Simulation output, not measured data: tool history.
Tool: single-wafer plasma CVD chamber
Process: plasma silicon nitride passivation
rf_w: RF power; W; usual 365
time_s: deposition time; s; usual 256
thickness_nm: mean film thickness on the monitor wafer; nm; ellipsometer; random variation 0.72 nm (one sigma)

run    hour  rf_w  time_s  wafers since the last listed run  hours since the last RF generator calibration  hours since the showerhead was replaced  hours since the gauge calibration  read-back reference wafer on the same gauge, thickness_nm  thickness_nm
  1     0.0   365     256                                 0                                         1313.1                                   3234.2                              222.7                                                    405.068       369.021
  2    83.8   365     256                               386                                         1396.9                                   3318.0                              306.5                                                    405.176       368.205
  3   109.6   365     256                               119                                         1422.7                                   3343.8                              332.3                                                    405.063       368.564
  4   132.9   365     256                               107                                         1446.0                                   3367.1                              355.6                                                    404.885       367.629
  5   155.4   365     256                               103                                         1468.5                                   3389.6                              378.1                                                    405.137       368.203
  6   183.1   365     256                               127                                         1496.2                                   3417.3                              405.8                                                    405.220       368.841
  7   204.0   365     256                                96                                         1517.1                                   3438.2                              426.7                                                    404.870       368.845
  8   230.9   410     280                               124                                         1544.0                                   3465.1                              453.6                                                    404.989       412.491
  9   264.6   410     280                               155                                         1577.7                                   3498.8                              487.3                                                    404.910       413.507
 10   287.9   410     280                               107                                         1601.0                                   3522.1                              510.6                                                    404.892       413.366
 11   306.0   335     256                                83                                         1619.1                                   3540.2                              528.7                                                    405.117       361.192
      324.3  -- showerhead replaced
 12   324.8   365     256                                49                                         1637.9                                      0.5                              547.5                                                    404.998       367.285
      332.2  -- gauge calibrated
 13   349.6   365     256                               114                                         1662.7                                     25.3                               17.4                                                    405.162       368.665
 14   385.6   365     256                               166                                         1698.7                                     61.3                               53.4                                                    404.798       368.225
 15   399.2   365     256                                62                                         1712.3                                     74.9                               67.0                                                    404.913       367.491
 16   418.4   365     256                                88                                         1731.5                                     94.1                               86.2                                                    405.033       368.251
 17   452.4   365     256                               157                                         1765.5                                    128.1                              120.2                                                    404.977       367.041
 18   471.3   365     256                                87                                         1784.4                                    147.0                              139.1                                                    404.943       368.357
 19   490.5   365     256                                88                                         1803.6                                    166.2                              158.3                                                    405.021       367.256
 20   504.3   365     256                                63                                         1817.4                                    180.0                              172.1                                                    405.060       366.600
 21   535.5   310     288                               144                                         1848.6                                    211.2                              203.3                                                    405.048       399.414
 22   549.9   365     288                                66                                         1863.0                                    225.6                              217.7                                                    404.997       413.206
 23   564.2   330     292                                66                                         1877.3                                    239.9                              232.0                                                    404.955       409.246
 24   591.0   315     256                               123                                         1904.1                                    266.7                              258.8                                                    404.895       357.101
 25   610.6   365     256                                90                                         1923.7                                    286.3                              278.4                                                    404.919       366.799
 26   645.7   390     304                               162                                         1958.8                                    321.4                              313.5                                                    404.978       441.650
 27   681.3   430     256                               164                                         1994.4                                    357.0                              349.1                                                    405.051       380.485
 28   714.6   315     256                               153                                         2027.7                                    390.3                              382.4                                                    405.047       355.248
      743.3  -- RF generator calibrated
 29   743.8   365     256                                97                                            0.5                                    419.5                              411.6                                                    405.233       373.096
 30   765.1   405     256                                98                                           21.8                                    440.8                              432.9                                                    404.943       382.883
 31   780.9   365     256                                72                                           37.6                                    456.6                              448.7                                                    405.025       373.770
 32   809.8   345     296                               133                                           66.5                                    485.5                              477.6                                                    405.024       426.998
 33   826.3   330     275                                76                                           83.0                                    502.0                              494.1                                                    405.059       393.005
 34   839.2   435     225                                59                                           95.9                                    514.9                              507.0                                                    404.898       340.489
 35   856.5   315     236                                79                                          113.2                                    532.2                              524.3                                                    404.876       333.704
 36   892.1   420     300                               164                                          148.8                                    567.8                              559.9                                                    405.055       450.499
 37   911.5   365     256                                89                                          168.2                                    587.2                              579.3                                                    405.023       373.916
 38   942.1   325     304                               141                                          198.8                                    617.8                              609.9                                                    405.015       431.559
      968.4  -- gauge calibrated
 39   972.5   365     256                               140                                          229.2                                    648.2                                4.1                                                    405.051       372.878
 40  1007.6   365     256                               162                                          264.3                                    683.3                               39.2                                                    404.911       373.351

What the log doesn't show, run by run:
gauge reads high (%): 0 in every run
H1: delivered RF power above the setpoint (%)
run      H1
  1   -5.95
  2   -6.32
  3   -6.44
  4   -6.54
  5   -6.64
  6   -6.76
  7   -6.86
  8   -6.98
  9   -7.12
 10   -7.23
 11   -7.31
 12   -7.39
 13    -7.5
 14   -7.66
 15   -7.72
 16   -7.81
 17   -7.96
 18   -8.04
 19   -8.13
 20   -8.19
 21   -8.33
 22   -8.39
 23   -8.45
 24   -8.57
 25   -8.66
 26   -8.82
 27   -8.97
 28   -9.12
 29  -0.231
 30  -0.326
 31  -0.396
 32  -0.524
 33  -0.597
 34  -0.655
 35  -0.731
 36  -0.889
 37  -0.975
 38   -1.11
 39   -1.25
 40    -1.4

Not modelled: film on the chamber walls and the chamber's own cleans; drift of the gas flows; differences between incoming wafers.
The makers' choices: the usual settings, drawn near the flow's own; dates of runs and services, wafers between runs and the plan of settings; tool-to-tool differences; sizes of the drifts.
